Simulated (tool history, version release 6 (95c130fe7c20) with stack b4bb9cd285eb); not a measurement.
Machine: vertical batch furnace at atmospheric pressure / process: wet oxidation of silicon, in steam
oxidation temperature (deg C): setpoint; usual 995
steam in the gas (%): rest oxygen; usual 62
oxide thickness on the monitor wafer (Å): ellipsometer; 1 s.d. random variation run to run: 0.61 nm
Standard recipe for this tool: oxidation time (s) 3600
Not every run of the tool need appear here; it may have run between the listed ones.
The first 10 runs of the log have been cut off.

run,hour,oxidation temperature (deg C),oxidation time (s),steam in the gas (%),wafers since the last listed run,hours since the last temperature calibration,hours since the steam generator was serviced,hours since the gauge calibration,"read-back reference wafer on the same gauge, thickness",oxide thickness on the monitor wafer (Å)
11,914.1,995,3600,62,944,3164.4,1777.5,1790.9,246.2,2748
# hour 978.2: gauge calibrated
12,1004.3,995,3600,62,1269,3254.6,1867.7,26.1,246.03,2743.3
13,1098.1,995,3600,62,1320,3348.4,1961.5,119.9,245.99,2734.7
14,1159.9,995,3600,62,870,3410.2,2023.3,181.7,246.06,2731.9
15,1264.8,995,3600,62,1476,3515.1,2128.2,286.6,245.92,2739.4
# hour 1319.3: steam generator serviced
16,1320.7,995,3600,62,449,3571,1.4,342.5,245.75,2832
17,1398.5,983,3600,51,1095,3648.8,79.2,420.3,245.98,2226.4
18,1435.1,976,4440,56,515,3685.4,115.8,456.9,245.87,2595.6
19,1477.1,1015,2940,55,591,3727.4,157.8,498.9,245.9,2619.4
20,1538.8,1010,3600,57,868,3789.1,219.5,560.6,245.64,2973.2
21,1621.7,1010,2850,55,1167,3872,302.4,643.5,245.96,2467.8
22,1662,995,2160,69,567,3912.3,342.7,683.8,246.1,2115.4
# hour 1732.4: thermocouples replaced and temperature profile calibrated
23,1765.7,1018,3600,65,1122,33.3,446.4,787.5,245.8,3414.1
24,1810.5,995,3600,67,630,78.1,491.2,832.3,246.12,2942.3
25,1896.5,995,3600,57,1210,164.1,577.2,918.3,245.89,2628.1
26,1935.7,995,3600,62,551,203.3,616.4,957.5,246.06,2781.6
27,2017.6,1012,4290,51,1153,285.2,698.3,1039.4,245.87,3118.9
28,2066.6,1016,5190,57,689,334.2,747.3,1088.4,245.9,3898.9
29,2170.9,995,3600,62,1468,438.5,851.6,1192.7,246.04,2772.3
30,2208.1,995,3600,62,523,475.7,888.8,1229.9,246.14,2755.6
31,2248.6,995,4980,62,570,516.2,929.3,1270.4,245.89,3454.3
32,2318.9,1014,3600,58,989,586.5,999.6,1340.7,246.1,3043.4

Consider 5 possible next runs. They are alternatives, not a sequence: every one starts from the tool as it was left by run 32. What does each give?
A,2323.3,995,3600,62,61,590.9,1004,1345.1,?,?
B,2323.3,976,4830,57,61,590.9,1004,1345.1,?,?
C,2323.3,988,4290,57,61,590.9,1004,1345.1,?,?
D,2323.3,978,4050,72,61,590.9,1004,1345.1,?,?
E,2323.3,986,2490,50,61,590.9,1004,1345.1,?,?

run,"read-back reference wafer on the same gauge, thickness",oxide thickness on the monitor wafer (Å)
A,245.82,2765.8
B,245.82,2747.7
C,245.82,2788.4
D,245.82,2910.8
E,245.82,1686.4
With no hidden state in the tool, these same runs would have given:
run,oxide thickness on the monitor wafer (Å)
A,2832.7
B,2815.9
C,2856.4
D,2982.5
E,1729.2

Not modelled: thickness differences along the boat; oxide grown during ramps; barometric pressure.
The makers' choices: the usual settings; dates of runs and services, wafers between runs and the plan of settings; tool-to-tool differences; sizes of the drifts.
